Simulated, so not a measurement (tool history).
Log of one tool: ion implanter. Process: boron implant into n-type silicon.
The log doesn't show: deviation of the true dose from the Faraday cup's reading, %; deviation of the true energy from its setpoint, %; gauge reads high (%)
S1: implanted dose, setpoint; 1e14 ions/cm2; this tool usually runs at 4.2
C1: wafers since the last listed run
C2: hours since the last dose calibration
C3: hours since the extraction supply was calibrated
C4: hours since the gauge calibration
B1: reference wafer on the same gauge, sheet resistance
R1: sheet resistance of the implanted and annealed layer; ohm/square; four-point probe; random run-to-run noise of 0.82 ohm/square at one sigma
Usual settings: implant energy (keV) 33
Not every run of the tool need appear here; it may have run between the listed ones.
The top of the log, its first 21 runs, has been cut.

{"run": 22, "hour": 1278.3, "S1": 4.2, "implant energy (keV)": 33, "C1": 1545, "C2": 195.9, "C3": 134.2, "C4": 299.8, "B1": 229.52, "R1": 226}
{"run": 23, "hour": 1332.4, "S1": 3.73, "implant energy (keV)": 40, "C1": 1316, "C2": 250, "C3": 188.3, "C4": 353.9, "B1": 229.78, "R1": 243.71}
{"run": 24, "hour": 1369.3, "S1": 4.2, "implant energy (keV)": 33, "C1": 898, "C2": 286.9, "C3": 225.2, "C4": 390.8, "B1": 229.45, "R1": 225.59}
{"run": 25, "hour": 1401.1, "S1": 3, "implant energy (keV)": 24, "C1": 774, "C2": 318.7, "C3": 257, "C4": 422.6, "B1": 229.3, "R1": 306.09}
{"run": 26, "hour": 1453.1, "S1": 3.28, "implant energy (keV)": 24, "C1": 1265, "C2": 370.7, "C3": 309, "C4": 474.6, "B1": 228.92, "R1": 283.49}
{"run": 27, "hour": 1513.4, "S1": 4.2, "implant energy (keV)": 22.5, "C1": 1467, "C2": 431, "C3": 369.3, "C4": 534.9, "B1": 228.43, "R1": 233.85}
{"run": 28, "hour": 1538.1, "S1": 4.2, "implant energy (keV)": 33, "C1": 601, "C2": 455.7, "C3": 394, "C4": 559.6, "B1": 228.21, "R1": 224.73}
{"run": 29, "hour": 1567.1, "S1": 5.14, "implant energy (keV)": 21.5, "C1": 705, "C2": 484.7, "C3": 423, "C4": 588.6, "B1": 227.89, "R1": 199.17}
{"run": 30, "hour": 1621.5, "S1": 4.2, "implant energy (keV)": 33, "C1": 1324, "C2": 539.1, "C3": 477.4, "C4": 643, "B1": 227.23, "R1": 223.47}
{"run": 31, "hour": 1648.3, "S1": 4.2, "implant energy (keV)": 33, "C1": 652, "C2": 565.9, "C3": 504.2, "C4": 669.8, "B1": 226.8, "R1": 223.93}

Each row is a separate what-if for the run after 31, all from the same tool condition, not one after another. Results?
{"run": "A", "hour": 1648.7, "S1": 4.2, "implant energy (keV)": 33, "C1": 9, "C2": 566.3, "C3": 504.6, "C4": 670.2, "B1": "?", "R1": "?"}
{"run": "B", "hour": 1648.7, "S1": 4.66, "implant energy (keV)": 29.5, "C1": 9, "C2": 566.3, "C3": 504.6, "C4": 670.2, "B1": "?", "R1": "?"}
{"run": "C", "hour": 1648.7, "S1": 3.64, "implant energy (keV)": 22, "C1": 9, "C2": 566.3, "C3": 504.6, "C4": 670.2, "B1": "?", "R1": "?"}
{"run": "D", "hour": 1648.7, "S1": 2.96, "implant energy (keV)": 36.5, "C1": 9, "C2": 566.3, "C3": 504.6, "C4": 670.2, "B1": "?", "R1": "?"}
{"run": "E", "hour": 1648.7, "S1": 3.25, "implant energy (keV)": 23.5, "C1": 9, "C2": 566.3, "C3": 504.6, "C4": 670.2, "B1": "?", "R1": "?"}

run=A B1=226.85 R1=223.88
run=B B1=226.85 R1=208.12
run=C B1=226.85 R1=262.7
run=D B1=226.85 R1=294.18
run=E B1=226.85 R1=285.88
Without the tool's hidden state the same runs would have given:
run=A R1=227.8
run=B R1=211.77
run=C R1=267.3
run=D R1=299.34
run=E R1=290.89
